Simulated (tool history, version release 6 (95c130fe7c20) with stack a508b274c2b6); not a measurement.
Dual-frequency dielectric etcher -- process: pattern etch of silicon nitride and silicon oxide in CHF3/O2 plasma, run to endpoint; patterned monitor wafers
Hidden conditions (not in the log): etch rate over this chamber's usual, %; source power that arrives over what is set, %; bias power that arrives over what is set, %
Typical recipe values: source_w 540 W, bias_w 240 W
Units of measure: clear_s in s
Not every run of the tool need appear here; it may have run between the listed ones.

run,hour,source_w,bias_w,wafers since the last listed run,hours since the last wet clean,hours since the last source power generator calibration,hours since the last bias power generator calibration,hours since the last upper electrode change,"incoming incoming film thickness, nm",clear_s
1,0,480,270,0,284.5,1912.9,3309.9,3252.8,293.9,180
2,91.1,480,270,892,375.6,2004,3401,3343.9,290.4,176.2
3,135.2,540,274,431,419.7,2048.1,3445.1,3388,296.1,170.2
4,190.4,540,274,540,474.9,2103.3,3500.3,3443.2,293.1,166.9
# hour 220.2: wet clean of the chamber
5,229.3,540,274,145,9.1,2142.2,3539.2,3482.1,293.5,173.6
6,297.2,470,240,665,77,2210.1,3607.1,3550,290.7,190.7
# hour 309.2: source power generator calibrated
7,351.8,540,207,495,131.6,42.6,3661.7,3604.6,292.8,189.4
# hour 401: upper electrode replaced, of another model than before
8,401.5,630,200,251,181.3,92.3,3711.4,0.5,293.8,180.6
9,441.5,470,199,391,221.3,132.3,3751.4,40.5,295.7,228
10,469.2,480,183,271,249,160,3779.1,68.2,290,231.1
11,496.4,610,261,266,276.2,187.2,3806.3,95.4,292.2,155.7
# hour 523.3: bias power generator calibrated
12,557.8,470,240,562,337.6,248.6,34.5,156.8,293.7,198.7
13,613.3,400,202,543,393.1,304.1,90,212.3,295.2,259.4
# hour 687.7: wet clean of the chamber
14,688.2,540,240,498,0.5,379,164.9,287.2,292.5,183.5

How would selected steps in clear_s from run to run divide? Give the signed amount a tool lacking its hidden state would still show from settings, what came in and random variation, and the signed amount left for the hidden state, including any gauge scatter that is not in both of the compared results.
Run 13 -> 14: source_w 400 -> 540, bias_w 202 -> 240, wet clean of the chamber. clear_s -75.9 s: hidden state +8.5, all else -84.4.
